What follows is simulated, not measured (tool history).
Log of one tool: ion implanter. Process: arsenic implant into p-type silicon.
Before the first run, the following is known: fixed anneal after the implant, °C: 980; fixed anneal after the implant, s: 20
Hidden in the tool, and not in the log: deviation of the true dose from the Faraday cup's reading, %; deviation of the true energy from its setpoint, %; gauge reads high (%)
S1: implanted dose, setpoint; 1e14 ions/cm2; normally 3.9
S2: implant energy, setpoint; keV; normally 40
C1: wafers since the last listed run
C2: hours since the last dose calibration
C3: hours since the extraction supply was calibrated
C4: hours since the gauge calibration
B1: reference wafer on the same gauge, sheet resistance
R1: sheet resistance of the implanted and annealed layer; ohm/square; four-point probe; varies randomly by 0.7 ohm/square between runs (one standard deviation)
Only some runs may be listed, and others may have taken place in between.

{"run": 1, "day": 0.0, "S1": 3.9, "S2": 40, "C1": 0, "C2": 301.8, "C3": 6989.1, "C4": 135.4, "B1": 194.54, "R1": 210.48}
{"run": 2, "day": 0.75, "S1": 4.71, "S2": 40, "C1": 315, "C2": 319.8, "C3": 7007.1, "C4": 153.4, "B1": 194.64, "R1": 182.2}
{"run": 3, "day": 1.442, "S1": 3.9, "S2": 40, "C1": 291, "C2": 336.4, "C3": 7023.7, "C4": 170, "B1": 194.71, "R1": 208.85}
{"run": 4, "day": 2.338, "S1": 3.9, "S2": 40, "C1": 377, "C2": 357.9, "C3": 7045.2, "C4": 191.5, "B1": 194.49, "R1": 207.43}
{"run": 5, "day": 3.092, "S1": 3.9, "S2": 40, "C1": 317, "C2": 376, "C3": 7063.3, "C4": 209.6, "B1": 194.47, "R1": 210.1}
{"run": 6, "day": 3.688, "S1": 3.9, "S2": 40, "C1": 250, "C2": 390.3, "C3": 7077.6, "C4": 223.9, "B1": 194.25, "R1": 210.49}
{"run": 7, "day": 4.262, "S1": 3.9, "S2": 40, "C1": 242, "C2": 404.1, "C3": 7091.4, "C4": 237.7, "B1": 194.15, "R1": 208.47}
{"run": 8, "day": 5.429, "S1": 4.33, "S2": 35, "C1": 491, "C2": 432.1, "C3": 7119.4, "C4": 265.7, "B1": 193.91, "R1": 197.28}
{"run": 9, "day": 6.7, "S1": 4.33, "S2": 35, "C1": 535, "C2": 462.6, "C3": 7149.9, "C4": 296.2, "B1": 193.63, "R1": 196.96}
{"run": 10, "day": 7.471, "S1": 4.33, "S2": 35, "C1": 324, "C2": 481.1, "C3": 7168.4, "C4": 314.7, "B1": 193.34, "R1": 195.88}
{"run": 11, "day": 8.925, "S1": 3.9, "S2": 40, "C1": 612, "C2": 516, "C3": 7203.3, "C4": 349.6, "B1": 193.1, "R1": 207.04}
{"run": 12, "day": 9.642, "S1": 4.49, "S2": 36.5, "C1": 301, "C2": 533.2, "C3": 7220.5, "C4": 366.8, "B1": 193.15, "R1": 189.08}
{"run": 13, "day": 10.329, "S1": 5.02, "S2": 28, "C1": 289, "C2": 549.7, "C3": 7237, "C4": 383.3, "B1": 193.21, "R1": 180.92}
{"run": 14, "day": 11.125, "S1": 4.6, "S2": 47, "C1": 335, "C2": 568.8, "C3": 7256.1, "C4": 402.4, "B1": 192.85, "R1": 179.18}
{"day": 11.496, "done": "Faraday cup replaced and dose calibrated"}
{"run": 15, "day": 12.112, "S1": 3.24, "S2": 28, "C1": 275, "C2": 14.8, "C3": 7279.8, "C4": 426.1, "B1": 192.38, "R1": 250.22}
{"day": 12.162, "done": "gauge calibrated"}
{"day": 12.667, "done": "extraction supply calibrated"}
{"run": 16, "day": 12.708, "S1": 3.9, "S2": 40, "C1": 110, "C2": 29.1, "C3": 1, "C4": 13.1, "B1": 195.98, "R1": 211.22}
{"run": 17, "day": 13.725, "S1": 3.15, "S2": 40, "C1": 428, "C2": 53.5, "C3": 25.4, "C4": 37.5, "B1": 195.45, "R1": 246.67}

Estimate the outcome of run 18 from the log above:
{"run": 18, "day": 14.7, "S1": 4.81, "S2": 45.5, "C1": 410, "C2": 76.9, "C3": 48.8, "C4": 60.9, "B1": "?", "R1": "?"}

{"run 18": {"B1": 195.52, "R1": 176.45}}
Had the tool carried no hidden state, the very same run would have given R1 177.04 ohm/square.
